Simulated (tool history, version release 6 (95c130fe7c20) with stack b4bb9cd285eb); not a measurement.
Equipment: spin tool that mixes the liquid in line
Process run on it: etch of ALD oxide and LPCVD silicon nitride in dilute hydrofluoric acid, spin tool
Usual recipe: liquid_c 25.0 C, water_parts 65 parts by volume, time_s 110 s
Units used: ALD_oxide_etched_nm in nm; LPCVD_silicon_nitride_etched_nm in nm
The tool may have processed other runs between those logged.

run	hour	liquid_c	water_parts	time_s	read-back film thickness of the ALD oxide reference wafer, read on the same gauge (nm)	read-back film thickness of the LPCVD silicon nitride reference wafer, read on the same gauge (nm)	ALD_oxide_etched_nm	LPCVD_silicon_nitride_etched_nm
1	0.0	25.0	65	110	139.99	110.023	60.24	1.191
2	30.6	25.0	65	110	140.00	110.014	59.41	1.151
3	59.3	25.0	65	110	140.00	109.973	59.53	1.152
4	104.1	23.5	65	60	139.99	110.009	30.61	0.502
5	155.3	23.5	65	60	139.99	109.986	30.54	0.537
# hour 214.3: hydrofluoric acid flow meter replaced
6	214.9	25.0	65	110	140.02	109.985	59.87	1.065
# hour 227.7: thermometer replaced
7	273.6	25.0	65	110	140.01	110.001	59.60	1.134
8	370.6	25.0	65	110	140.00	109.965	59.47	1.102
9	424.4	25.0	65	110	139.98	110.005	59.71	1.000
10	605.5	21.5	85	60	139.99	109.969	21.09	0.362
11	649.5	22.0	65	160	139.99	109.956	76.52	1.265
12	693.4	25.0	65	110	140.01	109.986	59.67	1.099
# hour 762.7: gauge calibrated
13	825.7	29.0	65	150	139.99	109.992	96.06	1.962
14	868.2	28.5	65	45	140.00	110.001	28.20	0.572
15	925.1	23.0	40	110	140.01	110.001	93.14	1.599
16	968.0	23.0	85	75	140.01	110.000	27.95	0.489
17	1032.2	25.0	65	160	139.99	110.008	87.17	1.641
18	1056.4	25.0	65	110	140.00	109.984	59.32	1.099

Forecast run 19:
# hour 1071.5: thermometer replaced
19	1126.3	25.0	65	110	?	?	?	?

{"run 19": {"read-back film thickness of the ALD oxide reference wafer, read on the same gauge (nm)": 140.0, "read-back film thickness of the LPCVD silicon nitride reference wafer, read on the same gauge (nm)": 109.959, "ALD_oxide_etched_nm": 59.87, "LPCVD_silicon_nitride_etched_nm": 1.125}}
With no hidden state in the tool, this same run would have given ALD_oxide_etched_nm 59.87 nm, LPCVD_silicon_nitride_etched_nm 1.125 nm.
